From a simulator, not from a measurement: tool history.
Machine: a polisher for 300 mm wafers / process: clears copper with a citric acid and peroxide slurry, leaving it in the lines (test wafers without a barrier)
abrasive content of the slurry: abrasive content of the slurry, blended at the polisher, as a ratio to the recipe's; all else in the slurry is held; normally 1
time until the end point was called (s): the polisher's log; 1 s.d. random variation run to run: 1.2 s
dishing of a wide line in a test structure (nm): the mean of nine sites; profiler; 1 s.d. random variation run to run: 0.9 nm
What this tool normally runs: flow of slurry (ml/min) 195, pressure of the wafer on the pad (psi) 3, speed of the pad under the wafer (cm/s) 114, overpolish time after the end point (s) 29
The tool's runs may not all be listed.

run,day,flow of slurry (ml/min),pressure of the wafer on the pad (psi),speed of the pad under the wafer (cm/s),abrasive content of the slurry,overpolish time after the end point (s),"incoming thickness of the incoming film, nm",time until the end point was called (s),dishing of a wide line in a test structure (nm)
1,0,195,3,138,1,29,321.1,97.1,57.3
2,0.717,195,3,114,1,29,322.2,117.8,50
3,1.054,195,3,114,1,29,323,117.6,50.7
4,1.579,195,3,114,1,29,330.8,119.8,50.9
5,2.012,195,3,114,1,29,331,119.8,50.4
6,2.392,195,3,114,1,29,320.7,118.1,51.8
# day 3.058: worn pad replaced by a new one
7,3.121,195,3,114,1,29,323.7,117.5,49.3
8,3.721,195,3,114,1,29,328,120.6,48.6
# day 4.146: slurry blender recalibrated
9,4.188,195,3,114,1,35,319.5,117.1,59.1
# day 4.408: head pressure recalibrated
10,5.925,195,3,114,1,35,320,117.5,60.3
# day 6.288: worn pad replaced by a new one
11,6.446,195,3,114,1,35,324.9,118.9,57.5
12,6.879,165,3,138,1,29,325.7,98.5,58.2
13,7.433,160,3,74,1.3,39,327.8,171.5,46.9
14,8.138,165,3,138,1,29,323.6,99,58.6
15,8.692,195,3.9,126,1,29,329,84.6,66.2
# day 8.767: slurry nozzle cleaned
16,9.021,195,3,100,1,29,328.8,136.4,46.3
17,9.521,170,3,134,0.9,29,323.3,105.9,53.3
# day 10.058: worn pad replaced by a new one
18,10.9,240,3.8,94,1,22,330.4,111.1,42.1
19,11.367,195,3,114,1,29,331.3,120.5,51.4
20,11.821,195,3,138,1,29,327.3,97.8,58.6
21,12.267,195,3.4,114,0.75,29,324.6,115.8,53.4
22,12.638,175,2.7,80,1,37,325.2,185.2,42.6
# day 12.912: worn pad replaced by a new one
23,13.025,195,3.7,130,1.15,29,322.4,78.2,66.6
24,13.338,230,3,114,1,29,329.7,117,49.2
25,14.012,195,3,114,1,23,322.8,118.4,42
26,14.521,195,3,114,1,29,326.9,119.3,49.2
27,15.096,195,3,114,1.1,29,323,111.5,50

Forecast each of these 5 alternatives for the next run:
A,15.117,195,3,114,1,12,328.4,?,?
B,15.117,195,3,142,1,14,328.4,?,?
C,15.117,125,2.6,114,1.1,20,328.4,?,?
D,15.117,130,3,114,0.75,42,328.4,?,?
E,15.117,195,3,86,1,29,328.4,?,?

run,time until the end point was called (s),dishing of a wide line in a test structure (nm)
A,119.5,24.1
B,96.4,33.4
C,142.7,32.1
D,140.3,59.7
E,157.3,40.9
With the hidden condition removed and each run's random variation left untouched, the same runs would have given:
run,time until the end point was called (s),dishing of a wide line in a test structure (nm)
A,119.5,24.1
B,96.4,33.4
C,142.7,32.1
D,140.3,59.7
E,157.3,40.9

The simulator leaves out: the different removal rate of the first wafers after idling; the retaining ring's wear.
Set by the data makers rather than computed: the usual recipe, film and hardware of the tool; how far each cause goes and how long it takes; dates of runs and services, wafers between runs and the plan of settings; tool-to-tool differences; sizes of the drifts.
